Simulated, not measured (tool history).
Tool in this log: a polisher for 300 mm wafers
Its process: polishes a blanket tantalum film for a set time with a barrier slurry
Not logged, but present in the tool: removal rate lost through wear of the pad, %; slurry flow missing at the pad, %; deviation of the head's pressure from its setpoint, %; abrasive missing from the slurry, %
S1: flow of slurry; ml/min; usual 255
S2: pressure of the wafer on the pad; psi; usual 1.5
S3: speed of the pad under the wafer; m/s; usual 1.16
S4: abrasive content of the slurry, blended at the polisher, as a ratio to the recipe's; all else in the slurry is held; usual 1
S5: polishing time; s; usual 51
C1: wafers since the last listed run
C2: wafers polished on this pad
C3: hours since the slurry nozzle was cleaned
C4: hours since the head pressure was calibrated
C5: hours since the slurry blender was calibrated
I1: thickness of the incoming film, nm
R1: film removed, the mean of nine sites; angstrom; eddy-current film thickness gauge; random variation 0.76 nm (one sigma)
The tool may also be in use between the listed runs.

run,hour,S1,S2,S3,S4,S5,C1,C2,C3,C4,C5,I1,R1
1,0,255,1.5,1.4,1,51,0,764,510.5,1458.3,161.6,275.5,648
2,9.4,255,1.3,1.16,1,51,73,838,519.9,1467.7,171,269.9,467
3,23.4,255,1.5,1.16,1,51,109,947,533.9,1481.7,185,263.9,545
# hour 73.6: worn pad replaced by a new one
4,74.1,255,1.5,1.16,1,51,365,4,584.6,1532.4,235.7,270.3,546
5,80.1,255,1.5,1.16,1,38,46,51,590.6,1538.4,241.7,270.4,398
6,91.4,255,1.5,1.16,1,51,88,139,601.9,1549.7,253,272.9,539
# hour 105.9: head pressure recalibrated
7,106.4,255,1.5,1.16,1,51,101,241,616.9,0.5,268,267.8,642
8,118.3,255,1.5,1.16,1,51,93,334,628.8,12.4,279.9,273.3,635
9,129.2,255,1.5,1.16,1,51,85,419,639.7,23.3,290.8,270,637
10,144.1,255,1.5,1.16,1,51,116,535,654.6,38.2,305.7,270.6,614
11,165.7,255,1.5,1.16,1,51,168,704,676.2,59.8,327.3,274.4,628
# hour 174.6: slurry nozzle cleaned
12,176.7,255,1.5,1.16,1,51,78,783,2.1,70.8,338.3,271.8,631
13,186.9,255,1.5,1.16,1,46,79,862,12.3,81,348.5,271,563
14,200.2,255,1.2,1.26,1,51,104,966,25.6,94.3,361.8,270.9,536
15,212.4,255,1.5,0.92,1.25,51,95,1062,37.8,106.5,374,271.7,542
16,219.3,255,1,1.36,1,62,53,1116,44.7,113.4,380.9,274.1,607
# hour 244.5: worn pad replaced by a new one
# hour 245.7: slurry blender recalibrated
17,251.6,255,1.5,1.4,1,56,211,46,77,145.7,5.9,267.9,826
18,262,330,1.5,1.16,0.9,51,81,127,87.4,156.1,16.3,272.4,593
19,276.4,320,1.3,1.16,1.25,57,112,240,101.8,170.5,30.7,268.4,658
20,284.1,255,1.5,1.16,1,51,60,300,109.5,178.2,38.4,271,628
21,291.1,210,1.9,1.16,1,51,54,355,116.5,185.2,45.4,274.5,772
22,299,255,1.5,1.16,1,51,61,417,124.4,193.1,53.3,268.6,621
23,311.2,255,1.5,1.16,1,51,95,512,136.6,205.3,65.5,265.9,626
24,322.8,255,1.5,1.16,1,51,90,603,148.2,216.9,77.1,265.7,620
25,336.8,255,1.5,1.26,1,40,109,712,162.2,230.9,91.1,270.5,531
26,343.3,255,1.8,1.16,1,51,50,763,168.7,237.4,97.6,272,734
27,352.2,295,1.5,1.32,1.2,41,69,833,177.6,246.3,106.5,265.9,621
28,365.3,255,1.5,1.16,1,68,102,935,190.7,259.4,119.6,270.3,820
# hour 383.7: worn pad replaced by a new one
29,384.2,255,1.5,1.4,1,51,116,4,209.6,278.3,138.5,268.6,742
30,398.1,255,1.5,0.96,1,51,108,112,223.5,292.2,152.4,265.7,512
31,407.9,205,1.5,1.16,1,60,76,189,233.3,302,162.2,273,703
32,422.5,255,1.5,1.16,1,66,114,303,247.9,316.6,176.8,270.4,790

For each run, what was the tool's unlogged condition?
removal rate lost through wear of the pad, %: 0 in every run
slurry flow missing at the pad, %: 0 in every run
abrasive missing from the slurry, %: 0 in every run
H1: deviation of the head's pressure from its setpoint, %
run,H1
1,-12.9
2,-13
3,-13.1
4,-13.5
5,-13.6
6,-13.7
7,1.77
8,1.67
9,1.58
10,1.45
11,1.27
12,1.17
13,1.09
14,0.972
15,0.868
16,0.809
17,0.534
18,0.445
19,0.323
20,0.257
21,0.197
22,0.13
23,0.0261
24,-0.0728
25,-0.192
26,-0.247
27,-0.323
28,-0.435
29,-0.596
30,-0.714
31,-0.798
32,-0.922

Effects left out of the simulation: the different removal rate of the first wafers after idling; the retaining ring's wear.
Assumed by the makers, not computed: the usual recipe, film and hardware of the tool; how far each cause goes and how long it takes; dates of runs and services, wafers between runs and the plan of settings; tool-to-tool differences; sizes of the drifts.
